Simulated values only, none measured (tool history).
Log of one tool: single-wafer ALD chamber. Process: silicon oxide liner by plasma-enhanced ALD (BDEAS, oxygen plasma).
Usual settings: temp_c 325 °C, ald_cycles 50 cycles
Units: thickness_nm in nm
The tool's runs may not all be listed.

run	hour	temp_c	ald_cycles	wafers since the last listed run	hours since the last thermocouple change	hours since the gauge calibration	read-back reference wafer on the same gauge, thickness_nm	thickness_nm
1	0	325	50	0	1946.7	248.4	4.08	4.382
2	17.5	325	50	154	1964.2	265.9	4.083	4.369
3	51.5	325	54	300	1998.2	299.9	4.082	4.699
4	75.6	325	54	212	2022.3	324	4.081	4.739
5	90.3	325	50	129	2037	338.7	4.08	4.391
6	117	325	50	235	2063.7	365.4	4.079	4.372
# hour 131.9: gauge calibrated
7	149.3	330	50	285	2096	17.4	4.08	4.332
8	170.9	330	50	190	2117.6	39	4.079	4.338
9	202	330	50	274	2148.7	70.1	4.079	4.339
10	234.8	317	50	289	2181.5	102.9	4.078	4.43
11	260.9	317	50	230	2207.6	129	4.08	4.442
12	281.3	325	50	180	2228	149.4	4.081	4.37
13	305	325	50	209	2251.7	173.1	4.081	4.354
14	335	325	50	264	2281.7	203.1	4.078	4.379
15	369.4	325	46	303	2316.1	237.5	4.08	4.007
16	399.1	325	50	262	2345.8	267.2	4.081	4.374
# hour 413.6: thermocouple changed; heater temperature recalibrated
17	422.6	325	50	136	9	290.7	4.081	4.39
18	447.5	312	50	219	33.9	315.6	4.08	4.461
19	469.9	325	50	197	56.3	338	4.076	4.385
# hour 487.7: gauge calibrated
20	502.1	316	55	284	88.5	14.4	4.079	4.866
21	516.3	325	53	125	102.7	28.6	4.079	4.643
22	542.8	335	44	233	129.2	55.1	4.078	3.774
23	574.1	325	58	276	160.5	86.4	4.079	5.062
24	597.8	325	45	209	184.2	110.1	4.079	3.936
25	625.9	338	59	248	212.3	138.2	4.08	5.058
26	660.7	312	43	307	247.1	173	4.08	3.847
27	677.7	325	50	150	264.1	190	4.082	4.39
28	693.8	316	54	142	280.2	206.1	4.079	4.797
29	724.3	325	50	269	310.7	236.6	4.081	4.387

4 ways to go on from here, each from the tool as it stands after run 29. What would each give?
A	724.8	325	50	4	311.2	237.1	?	?
B	724.8	334	54	4	311.2	237.1	?	?
C	724.8	339	45	4	311.2	237.1	?	?
D	724.8	338	50	4	311.2	237.1	?	?

run	read-back reference wafer on the same gauge, thickness_nm	thickness_nm
A	4.08	4.371
B	4.08	4.65
C	4.08	3.843
D	4.08	4.277
Without the tool's hidden state the same runs would have given:
run	thickness_nm
A	4.371
B	4.65
C	3.843
D	4.277

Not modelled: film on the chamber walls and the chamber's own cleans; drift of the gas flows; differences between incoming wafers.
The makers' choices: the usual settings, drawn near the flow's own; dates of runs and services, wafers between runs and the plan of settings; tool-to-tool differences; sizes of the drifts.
